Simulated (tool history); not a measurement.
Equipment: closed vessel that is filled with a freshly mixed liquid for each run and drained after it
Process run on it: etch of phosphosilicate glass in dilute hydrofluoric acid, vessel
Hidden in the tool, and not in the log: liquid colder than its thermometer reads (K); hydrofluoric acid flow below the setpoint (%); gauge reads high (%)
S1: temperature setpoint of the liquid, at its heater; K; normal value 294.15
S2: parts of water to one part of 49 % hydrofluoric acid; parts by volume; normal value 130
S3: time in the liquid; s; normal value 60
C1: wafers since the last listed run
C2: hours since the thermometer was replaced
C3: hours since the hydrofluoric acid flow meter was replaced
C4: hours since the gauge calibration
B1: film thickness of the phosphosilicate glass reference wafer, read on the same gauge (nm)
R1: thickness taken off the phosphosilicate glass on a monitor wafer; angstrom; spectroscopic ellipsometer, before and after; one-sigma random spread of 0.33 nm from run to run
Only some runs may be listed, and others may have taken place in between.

| run | day | S1 | S2 | S3 | C1 | C2 | C3 | C4 | B1 | R1 |
|---|---|---|---|---|---|---|---|---|---|---|
| 1 | 0.000 | 294.15 | 130 | 60 | 0 | 1969.3 | 1167.8 | 207.9 | 120.00 | 699.4 |
| 2 | 1.425 | 294.15 | 130 | 60 | 4993 | 2003.5 | 1202.0 | 242.1 | 120.00 | 705.2 |
| 3 | 2.492 | 294.15 | 130 | 60 | 3738 | 2029.1 | 1227.6 | 267.7 | 120.00 | 696.0 |
| 4 | 3.025 | 294.15 | 130 | 60 | 1869 | 2041.9 | 1240.4 | 280.5 | 120.01 | 702.7 |
| 5 | 3.788 | 294.15 | 175 | 60 | 2672 | 2060.2 | 1258.7 | 298.8 | 120.01 | 498.8 |
| 6 | 5.883 | 295.15 | 130 | 60 | 7344 | 2110.5 | 1309.0 | 349.1 | 119.99 | 727.8 |
| 7 | 7.150 | 295.15 | 130 | 60 | 4438 | 2140.9 | 1339.4 | 379.5 | 119.99 | 730.4 |
| 8 | 10.633 | 294.15 | 130 | 60 | 12207 | 2224.5 | 1423.0 | 463.1 | 120.03 | 699.8 |
| 9 | 11.817 | 294.15 | 130 | 60 | 4146 | 2252.9 | 1451.4 | 491.5 | 119.99 | 709.2 |
| 10 | 12.683 | 294.15 | 130 | 60 | 3037 | 2273.7 | 1472.2 | 512.3 | 120.00 | 699.1 |
| 11 | 13.442 | 294.15 | 130 | 35 | 2657 | 2291.9 | 1490.4 | 530.5 | 119.99 | 408.9 |
| 12 | 14.517 | 294.15 | 130 | 60 | 3767 | 2317.7 | 1516.2 | 556.3 | 120.01 | 701.4 |
| 13 | 15.792 | 294.15 | 130 | 60 | 4468 | 2348.3 | 1546.8 | 586.9 | 120.01 | 702.4 |
| 14 | 17.204 | 294.15 | 130 | 60 | 4950 | 2382.2 | 1580.7 | 620.8 | 120.00 | 702.4 |
| 15 | 17.746 | 296.15 | 165 | 40 | 1898 | 2395.2 | 1593.7 | 633.8 | 119.97 | 381.2 |
| 16 | 18.896 | 290.65 | 130 | 60 | 4030 | 2422.8 | 1621.3 | 661.4 | 119.99 | 614.3 |
|  | 20.338 | gauge calibrated |
| 17 | 20.346 | 297.65 | 190 | 60 | 5081 | 2457.6 | 1656.1 | 0.2 | 120.00 | 513.1 |
| 18 | 20.858 | 294.15 | 130 | 60 | 1796 | 2469.9 | 1668.4 | 12.5 | 120.01 | 699.3 |
| 19 | 22.029 | 294.15 | 130 | 60 | 4103 | 2498.0 | 1696.5 | 40.6 | 119.99 | 701.2 |
| 20 | 23.388 | 294.15 | 130 | 60 | 4760 | 2530.6 | 1729.1 | 73.2 | 119.99 | 707.3 |
| 21 | 24.146 | 294.15 | 170 | 60 | 2657 | 2548.8 | 1747.3 | 91.4 | 120.01 | 512.5 |
| 22 | 25.638 | 298.65 | 130 | 40 | 5227 | 2584.6 | 1783.1 | 127.2 | 120.01 | 557.9 |
| 23 | 26.433 | 297.15 | 150 | 80 | 2788 | 2603.7 | 1802.2 | 146.3 | 120.01 | 892.5 |
|  | 27.350 | thermometer replaced |
| 24 | 27.792 | 290.15 | 130 | 70 | 4614 | 10.6 | 1834.8 | 178.9 | 120.01 | 694.3 |
| 25 | 28.825 | 294.15 | 130 | 60 | 3621 | 35.4 | 1859.6 | 203.7 | 120.00 | 710.1 |
| 26 | 30.150 | 295.15 | 130 | 60 | 4643 | 67.2 | 1891.4 | 235.5 | 120.00 | 729.8 |
|  | 30.775 | hydrofluoric acid flow meter replaced |
| 27 | 31.046 | 294.15 | 185 | 60 | 2993 | 88.7 | 6.5 | 257.0 | 120.00 | 465.7 |
| 28 | 32.133 | 294.15 | 105 | 45 | 3811 | 114.8 | 32.6 | 283.1 | 120.00 | 675.7 |
| 29 | 36.433 | 298.15 | 80 | 85 | 15069 | 218.0 | 135.8 | 386.3 | 120.01 | 1990.6 |
| 30 | 40.279 | 294.15 | 75 | 80 | 13477 | 310.3 | 228.1 | 478.6 | 120.00 | 1731.9 |
| 31 | 41.550 | 294.15 | 130 | 60 | 4453 | 340.8 | 258.6 | 509.1 | 120.00 | 698.0 |

Alternative continuations, all from the tool just after run 31; predict every row:
| A | 41.579 | 294.15 | 130 | 60 | 102 | 341.5 | 259.3 | 509.8 | ? | ? |
| B | 41.579 | 290.15 | 155 | 30 | 102 | 341.5 | 259.3 | 509.8 | ? | ? |
| C | 41.579 | 294.15 | 130 | 45 | 102 | 341.5 | 259.3 | 509.8 | ? | ? |
| D | 41.579 | 298.15 | 190 | 60 | 102 | 341.5 | 259.3 | 509.8 | ? | ? |
| E | 41.579 | 290.15 | 185 | 40 | 102 | 341.5 | 259.3 | 509.8 | ? | ? |

| run | B1 | R1 |
|---|---|---|
| A | 120.01 | 702.3 |
| B | 120.01 | 244.2 |
| C | 120.01 | 526.7 |
| D | 120.01 | 524.3 |
| E | 120.01 | 265.2 |
With the hidden condition removed and each run's random variation left untouched, the same runs would have given:
| run | R1 |
|---|---|
| A | 702.3 |
| B | 244.2 |
| C | 526.7 |
| D | 524.3 |
| E | 265.2 |

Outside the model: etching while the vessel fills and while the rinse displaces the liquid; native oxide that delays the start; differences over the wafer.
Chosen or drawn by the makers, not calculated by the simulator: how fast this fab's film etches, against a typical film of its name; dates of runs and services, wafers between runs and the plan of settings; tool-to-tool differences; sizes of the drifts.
